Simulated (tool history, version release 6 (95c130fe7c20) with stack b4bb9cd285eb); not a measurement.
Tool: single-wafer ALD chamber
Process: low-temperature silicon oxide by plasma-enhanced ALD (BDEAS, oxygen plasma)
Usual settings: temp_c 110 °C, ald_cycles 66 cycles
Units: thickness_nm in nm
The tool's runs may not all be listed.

run   hour  temp_c  ald_cycles  read-back reference wafer on the same gauge, thickness_nm  thickness_nm
  1    0.0     110          66                                                      9.088         8.908
  2   62.9     110          66                                                      9.076         8.880
  3  130.9     110          66                                                      9.069         8.932
  4  164.3     110          66                                                      9.075         8.911
     303.4  -- gauge calibrated
  5  338.1     110          66                                                      9.079         8.911
  6  365.5     110          66                                                      9.081         8.932
  7  426.6     116          66                                                      9.083         8.830
  8  495.7     115          66                                                      9.085         8.854
  9  527.9     110          66                                                      9.072         8.919
     571.2  -- thermocouple changed; heater temperature recalibrated
 10  588.1     110          66                                                      9.079         8.923
 11  639.6     110          71                                                      9.076         9.581
 12  674.8     110          66                                                      9.082         8.927
 13  730.0     106          73                                                      9.074         9.967
 14  768.4     100          71                                                      9.086         9.713
 15  824.1     110          66                                                      9.084         8.875
 16  865.1      96          58                                                      9.073         8.064
 17  889.9     119          56                                                      9.076         7.463
 18  919.3     121          57                                                      9.076         7.556
 19  948.7     110          56                                                      9.086         7.560
 20  977.9     119          54                                                      9.081         7.151

Forecast each of these 3 alternatives for the next run:
  A  978.4     110          66                                                          ?             ?
  B  978.4     122          76                                                          ?             ?
  C  978.4     122          57                                                          ?             ?

run  read-back reference wafer on the same gauge, thickness_nm  thickness_nm
  A                                                      9.082         8.891
  B                                                      9.082        10.035
  C                                                      9.082         7.526
Without the tool's hidden state the same runs would have given:
run  thickness_nm
  A         8.891
  B        10.035
  C         7.526

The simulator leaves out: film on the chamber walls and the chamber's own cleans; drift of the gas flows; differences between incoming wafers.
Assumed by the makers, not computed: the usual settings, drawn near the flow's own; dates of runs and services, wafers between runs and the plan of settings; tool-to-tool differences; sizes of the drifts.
